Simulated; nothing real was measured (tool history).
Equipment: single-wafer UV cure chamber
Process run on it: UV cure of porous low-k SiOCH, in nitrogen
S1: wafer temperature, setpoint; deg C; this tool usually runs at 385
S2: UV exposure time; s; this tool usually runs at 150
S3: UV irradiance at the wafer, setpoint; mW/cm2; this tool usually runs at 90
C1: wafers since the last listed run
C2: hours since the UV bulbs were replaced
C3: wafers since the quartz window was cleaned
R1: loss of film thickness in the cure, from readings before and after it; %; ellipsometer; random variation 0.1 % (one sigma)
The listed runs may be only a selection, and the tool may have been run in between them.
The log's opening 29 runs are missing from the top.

Run 30, hour 2486.1: usual settings but S1 398 deg C, S2 125 s, S3 52 mW/cm2; C1 644; C2 2131; C3 750. Result: R1 5.994 %.
Run 31, hour 2587.2: usual settings but S3 74 mW/cm2; C1 1245; C2 2232.1; C3 1996. Result: R1 7.957 %.
Run 32, hour 2690: usual settings; C1 1266; C2 2334.9; C3 3262. Result: R1 8.523 %.
Run 33, hour 2750.5: usual settings but S1 403 deg C, S2 225 s, S3 54 mW/cm2; C1 745; C2 2395.4; C3 4007. Result: R1 8.375 %.
Run 34, hour 2821.6: usual settings; C1 875; C2 2466.5; C3 4883. Result: R1 8.606 %.
Run 35, hour 2895.7: usual settings; C1 912; C2 2540.6; C3 5796. Result: R1 8.657 %.
Run 36, hour 2957.5: usual settings; C1 761; C2 2602.4; C3 6557. Result: R1 8.543 %.
Run 37, hour 3020: usual settings but S1 380 deg C, S2 220 s, S3 118 mW/cm2; C1 769; C2 2664.9; C3 7327. Result: R1 11.024 %.
At hour 3047.1: UV bulbs replaced.
Run 38, hour 3116.7: usual settings but S2 90 s, S3 66 mW/cm2; C1 1092; C2 69.6; C3 8420. Result: R1 6.05 %.
Run 39, hour 3222: usual settings but S1 368 deg C, S3 115 mW/cm2; C1 1297; C2 174.9; C3 9717. Result: R1 9.791 %.
At hour 3237.6: quartz window cleaned.
Run 40, hour 3282.1: usual settings; C1 641; C2 235; C3 547. Result: R1 9.088 %.
Run 41, hour 3389.1: usual settings but S3 53 mW/cm2; C1 1318; C2 342; C3 1865. Result: R1 6.98 %.
Run 42, hour 3478.5: usual settings but S3 113 mW/cm2; C1 1101; C2 431.4; C3 2967. Result: R1 10.043 %.
Run 43, hour 3540.2: usual settings; C1 760; C2 493.1; C3 3727. Result: R1 8.95 %.
Run 44, hour 3640.9: usual settings but S2 210 s, S3 66 mW/cm2; C1 1240; C2 593.8; C3 4967. Result: R1 9.06 %.
Run 45, hour 3948.9: usual settings but S2 235 s, S3 110 mW/cm2; C1 3794; C2 901.8; C3 8761. Result: R1 11.481 %.
Run 46, hour 4005: usual settings but S1 400 deg C, S2 75 s, S3 73 mW/cm2; C1 691; C2 957.9; C3 9452. Result: R1 5.651 %.
At hour 4028.9: quartz window cleaned.
Run 47, hour 4079.4: usual settings but S2 240 s, S3 75 mW/cm2; C1 817; C2 1032.3; C3 622. Result: R1 9.892 %.
Run 48, hour 4156.7: usual settings but S3 58 mW/cm2; C1 952; C2 1109.6; C3 1574. Result: R1 7.052 %.

Expected results for the next run?
Run 49, hour 4210.5: usual settings but S3 121 mW/cm2; C1 662; C2 1163.4; C3 2237. Result: R1 ?.

{"run 49": {"R1": 9.955}}
Were there no unlogged condition in the tool, this run, its random variation unchanged, would have produced R1 10.42 %.

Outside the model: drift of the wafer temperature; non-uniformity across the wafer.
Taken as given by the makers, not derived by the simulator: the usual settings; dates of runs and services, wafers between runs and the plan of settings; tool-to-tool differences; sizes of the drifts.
